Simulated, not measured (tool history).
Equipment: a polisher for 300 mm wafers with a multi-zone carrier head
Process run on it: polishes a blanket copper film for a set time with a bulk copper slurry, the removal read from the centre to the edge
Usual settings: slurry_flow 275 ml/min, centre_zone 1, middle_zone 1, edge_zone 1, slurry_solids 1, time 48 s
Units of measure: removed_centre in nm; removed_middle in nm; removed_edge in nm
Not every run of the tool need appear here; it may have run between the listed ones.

run   hour  slurry_flow  centre_zone  middle_zone  edge_zone  slurry_solids  time  incoming thickness of the incoming film, nm  removed_centre  removed_middle  removed_edge
  1      0          275            1         1.04          1              1    48                                       4133.6           435.6             467         440.2
      66.7  -- edge zone pressure recalibrated
  2   69.4          275            1            1          1           1.15    48                                       4151.2           434.8           453.9         451.4
  3  112.6          275            1            1       0.91           1.25    48                                       4173.1           440.1             456         434.3
  4  137.4          215            1            1          1              1    48                                       4072.9           410.6           420.1         422.6
     163.5  -- centre zone pressure recalibrated
  5  181.9          335         0.96          1.1       0.93              1    48                                       4143.4           403.6           472.4         415.5
     228.7  -- slurry nozzle cleaned
     239.9  -- worn pad replaced by a new one
  6  253.8          275            1            1          1              1    48                                       4108.7           451.5           465.3         462.8
  7    320          320            1            1          1              1    48                                         4112           444.5           463.1         454.7
  8  344.3          240            1            1          1              1    34                                       4142.2           299.7           312.3         312.8
     372.2  -- carrier head's membrane replaced by a new one
  9    377          275            1            1          1              1    48                                       4112.5           437.3           448.5         434.4
 10  436.7          275         0.93            1          1              1    48                                       4107.9           398.6           435.4         438.5
 11  506.9          275            1            1       1.06              1    43                                       4076.7           386.6           379.9         393.3
 12  537.6          275            1            1          1              1    33                                       4136.7           282.8           291.9         288.9
 13  574.1          275            1            1          1              1    48                                       4070.2           409.6             417         420.3
     588.7  -- centre zone pressure recalibrated
     619.7  -- slurry nozzle cleaned
 14  640.6          275            1            1          1              1    48                                       4124.3           435.7           435.4         429.4
     644.8  -- worn pad replaced by a new one
 15  668.8          275            1         1.07          1              1    48                                       4141.1           455.9           501.4         459.7
 16    695          275            1            1          1              1    48                                       4067.6           455.3           462.6         464.6
 17  734.9          275         0.94            1       0.88              1    48                                       4103.8           415.4           456.2         425.4
 18  783.1          200         1.06            1       0.91           0.75    48                                       4057.8           424.8           406.5         383.4
 19  832.2          275          0.9            1          1           1.25    48                                       4063.2             404           464.1         464.5
 20  873.5          275         1.08            1        1.1              1    48                                       4110.2           462.9           438.4         452.4

Below are 5 alternative next runs, each starting from the tool's condition after run 20. Predict each:
  A  873.9          275            1            1          1              1    48                                       4132.7               ?               ?             ?
  B  873.9          195         1.11            1          1            1.1    48                                       4132.7               ?               ?             ?
  C  873.9          275         1.09            1       1.07            1.1    37                                       4132.7               ?               ?             ?
  D  873.9          275         1.07            1          1              1    48                                       4132.7               ?               ?             ?
  E  873.9          275            1         1.07       1.07              1    65                                       4132.7               ?               ?             ?

run  removed_centre  removed_middle  removed_edge
  A           426.7           434.8         437.7
  B           466.1             429           436
  C           366.7           342.4         356.5
  D           456.8           434.6         437.7
  E           578.1           623.4         612.2
Had the tool no hidden state, the same runs would have come out as:
run  removed_centre  removed_middle  removed_edge
  A           470.2             478         478.9
  B           516.8           474.3         478.8
  C           404.1           376.4         390.1
  D           503.4           477.9         478.9
  E           637.1           685.4         669.7
